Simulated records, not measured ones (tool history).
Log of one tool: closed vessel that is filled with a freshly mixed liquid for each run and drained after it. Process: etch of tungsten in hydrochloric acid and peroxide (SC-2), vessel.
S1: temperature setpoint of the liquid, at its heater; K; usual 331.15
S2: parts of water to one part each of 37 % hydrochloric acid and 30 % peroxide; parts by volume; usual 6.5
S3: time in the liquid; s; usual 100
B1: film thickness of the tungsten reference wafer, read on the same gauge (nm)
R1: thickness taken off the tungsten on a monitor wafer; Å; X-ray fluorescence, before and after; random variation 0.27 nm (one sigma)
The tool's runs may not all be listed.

run 1 hour=0 | S1=331.15 S2=6.5 S3=140 | B1=50.02 | R1=442.8
-- hour=67.7 thermometer replaced
run 2 hour=78.4 | S1=331.15 S2=6.5 S3=140 | B1=50.01 | R1=433.3
run 3 hour=161.6 | S1=331.15 S2=7 S3=100 | B1=49.99 | R1=297.1
run 4 hour=235.7 | S1=331.15 S2=6.5 S3=145 | B1=50 | R1=452.8
run 5 hour=287.5 | S1=331.15 S2=6.5 S3=145 | B1=49.96 | R1=442.1
run 6 hour=610.7 | S1=331.15 S2=6.5 S3=100 | B1=50.01 | R1=304.6
run 7 hour=669.6 | S1=331.15 S2=6.5 S3=100 | B1=50.02 | R1=306.8
run 8 hour=706 | S1=331.15 S2=6.5 S3=100 | B1=50.01 | R1=309.3

The next listed run, before its measurement:
-- hour=768.2 gauge calibrated
run 9 hour=800.9 | S1=331.15 S2=8 S3=135 | B1=? | R1=?

B1: 49.98
R1: 344.7 Å
Without the tool's hidden state the same run would have given R1 369.1 Å.

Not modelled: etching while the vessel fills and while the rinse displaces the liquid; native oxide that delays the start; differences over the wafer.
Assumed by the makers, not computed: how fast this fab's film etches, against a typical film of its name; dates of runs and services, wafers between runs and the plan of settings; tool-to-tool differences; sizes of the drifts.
